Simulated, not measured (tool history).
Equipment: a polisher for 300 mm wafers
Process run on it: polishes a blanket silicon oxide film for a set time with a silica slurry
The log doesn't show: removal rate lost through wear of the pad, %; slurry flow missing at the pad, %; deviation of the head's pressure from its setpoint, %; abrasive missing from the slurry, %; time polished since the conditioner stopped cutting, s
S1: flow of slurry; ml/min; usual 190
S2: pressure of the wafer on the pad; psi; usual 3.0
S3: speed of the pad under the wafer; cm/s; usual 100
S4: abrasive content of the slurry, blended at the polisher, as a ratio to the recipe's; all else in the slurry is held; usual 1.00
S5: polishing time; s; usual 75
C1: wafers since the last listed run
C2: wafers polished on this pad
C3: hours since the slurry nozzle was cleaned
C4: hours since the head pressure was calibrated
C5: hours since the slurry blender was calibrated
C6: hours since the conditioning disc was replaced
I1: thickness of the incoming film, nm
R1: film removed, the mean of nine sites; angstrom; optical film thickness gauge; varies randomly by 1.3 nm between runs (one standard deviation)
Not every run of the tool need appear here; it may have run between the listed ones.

run 1 hour=0.0 | S1=190 S2=3.0 S3=100 S4=1.00 S5=75 | C1=0 C2=547 C3=8.7 C4=1168.7 C5=181.6 C6=14.3 | I1=1550.0 | R1=1305
run 2 hour=15.3 | S1=190 S2=3.0 S3=100 S4=0.85 S5=60 | C1=101 C2=648 C3=24.0 C4=1184.0 C5=196.9 C6=29.6 | I1=1564.8 | R1=987
-- hour=22.5 head pressure recalibrated
run 3 hour=25.9 | S1=190 S2=3.0 S3=86 S4=1.00 S5=75 | C1=56 C2=705 C3=34.6 C4=3.4 C5=207.5 C6=40.2 | I1=1554.6 | R1=1168
run 4 hour=35.0 | S1=190 S2=3.0 S3=86 S4=1.00 S5=75 | C1=60 C2=765 C3=43.7 C4=12.5 C5=216.6 C6=49.3 | I1=1588.6 | R1=1130
-- hour=43.3 worn pad replaced by a new one
run 5 hour=43.8 | S1=190 S2=3.0 S3=86 S4=1.00 S5=75 | C1=31 C2=3 C3=52.5 C4=21.3 C5=225.4 C6=58.1 | I1=1562.4 | R1=1123
run 6 hour=58.4 | S1=205 S2=3.0 S3=100 S4=1.00 S5=75 | C1=96 C2=99 C3=67.1 C4=35.9 C5=240.0 C6=72.7 | I1=1544.9 | R1=1297
run 7 hour=69.2 | S1=205 S2=3.0 S3=100 S4=1.00 S5=75 | C1=71 C2=171 C3=77.9 C4=46.7 C5=250.8 C6=83.5 | I1=1576.2 | R1=1264
run 8 hour=76.7 | S1=205 S2=3.0 S3=100 S4=1.00 S5=75 | C1=49 C2=221 C3=85.4 C4=54.2 C5=258.3 C6=91.0 | I1=1570.2 | R1=1263
run 9 hour=90.3 | S1=190 S2=3.4 S3=116 S4=1.00 S5=53 | C1=90 C2=311 C3=99.0 C4=67.8 C5=271.9 C6=104.6 | I1=1556.8 | R1=1119
run 10 hour=100.0 | S1=190 S2=3.3 S3=100 S4=1.00 S5=53 | C1=64 C2=375 C3=108.7 C4=77.5 C5=281.6 C6=114.3 | I1=1534.1 | R1=950
-- hour=108.4 slurry blender recalibrated
run 11 hour=108.9 | S1=190 S2=3.0 S3=76 S4=1.00 S5=75 | C1=45 C2=421 C3=117.6 C4=86.4 C5=0.5 C6=123.2 | I1=1529.1 | R1=1053
run 12 hour=116.4 | S1=250 S2=3.0 S3=78 S4=1.00 S5=59 | C1=49 C2=470 C3=125.1 C4=93.9 C5=8.0 C6=130.7 | I1=1549.9 | R1=869
run 13 hour=132.8 | S1=190 S2=3.0 S3=100 S4=1.00 S5=75 | C1=108 C2=579 C3=141.5 C4=110.3 C5=24.4 C6=147.1 | I1=1552.4 | R1=1332
run 14 hour=142.5 | S1=190 S2=3.0 S3=100 S4=1.00 S5=75 | C1=64 C2=643 C3=151.2 C4=120.0 C5=34.1 C6=156.8 | I1=1539.6 | R1=1311
run 15 hour=155.0 | S1=190 S2=2.2 S3=78 S4=0.75 S5=75 | C1=82 C2=726 C3=163.7 C4=132.5 C5=46.6 C6=169.3 | I1=1551.5 | R1=715
-- hour=167.5 worn pad replaced by a new one
run 16 hour=168.1 | S1=210 S2=3.0 S3=100 S4=1.00 S5=75 | C1=60 C2=4 C3=176.8 C4=145.6 C5=59.7 C6=182.4 | I1=1563.6 | R1=1328
run 17 hour=178.4 | S1=245 S2=2.3 S3=114 S4=1.00 S5=50 | C1=68 C2=72 C3=187.1 C4=155.9 C5=70.0 C6=192.7 | I1=1566.2 | R1=768
run 18 hour=190.9 | S1=190 S2=3.0 S3=84 S4=1.00 S5=64 | C1=82 C2=155 C3=199.6 C4=168.4 C5=82.5 C6=205.2 | I1=1559.4 | R1=977
run 19 hour=200.8 | S1=190 S2=3.0 S3=100 S4=1.00 S5=75 | C1=65 C2=220 C3=209.5 C4=178.3 C5=92.4 C6=215.1 | I1=1529.2 | R1=1290
run 20 hour=208.9 | S1=190 S2=4.0 S3=100 S4=1.00 S5=99 | C1=53 C2=274 C3=217.6 C4=186.4 C5=100.5 C6=223.2 | I1=1578.1 | R1=2262
run 21 hour=216.0 | S1=190 S2=3.0 S3=100 S4=1.00 S5=75 | C1=47 C2=321 C3=224.7 C4=193.5 C5=107.6 C6=230.3 | I1=1588.6 | R1=1294
run 22 hour=225.1 | S1=190 S2=3.0 S3=76 S4=1.20 S5=75 | C1=60 C2=381 C3=233.8 C4=202.6 C5=116.7 C6=239.4 | I1=1550.8 | R1=1110
run 23 hour=231.6 | S1=190 S2=3.0 S3=100 S4=1.10 S5=91 | C1=43 C2=425 C3=240.3 C4=209.1 C5=123.2 C6=245.9 | I1=1573.3 | R1=1629
run 24 hour=240.2 | S1=190 S2=3.0 S3=100 S4=1.00 S5=65 | C1=56 C2=482 C3=248.9 C4=217.7 C5=131.8 C6=254.5 | I1=1574.9 | R1=1125
run 25 hour=252.2 | S1=190 S2=3.0 S3=72 S4=0.85 S5=75 | C1=79 C2=561 C3=260.9 C4=229.7 C5=143.8 C6=266.5 | I1=1549.4 | R1=950

Here are 5 independent what-if runs from the current tool condition. What would each one return?
run A hour=252.6 | S1=190 S2=3.0 S3=100 S4=1.00 S5=62 | C1=2 C2=564 C3=261.3 C4=230.1 C5=144.2 C6=266.9 | I1=1553.5 | R1=?
run B hour=252.6 | S1=190 S2=3.0 S3=74 S4=1.00 S5=54 | C1=2 C2=564 C3=261.3 C4=230.1 C5=144.2 C6=266.9 | I1=1553.5 | R1=?
run C hour=252.6 | S1=190 S2=4.0 S3=88 S4=1.10 S5=75 | C1=2 C2=564 C3=261.3 C4=230.1 C5=144.2 C6=266.9 | I1=1553.5 | R1=?
run D hour=252.6 | S1=190 S2=3.0 S3=118 S4=1.25 S5=57 | C1=2 C2=564 C3=261.3 C4=230.1 C5=144.2 C6=266.9 | I1=1553.5 | R1=?
run E hour=252.6 | S1=125 S2=3.0 S3=70 S4=1.00 S5=88 | C1=2 C2=564 C3=261.3 C4=230.1 C5=144.2 C6=266.9 | I1=1553.5 | R1=?

run=A R1=1059
run=B R1=725
run=C R1=1585
run=D R1=1185
run=E R1=1040
Had the tool no hidden state, the same runs would have come out as:
run=A R1=1106
run=B R1=757
run=C R1=1652
run=D R1=1233
run=E R1=1086
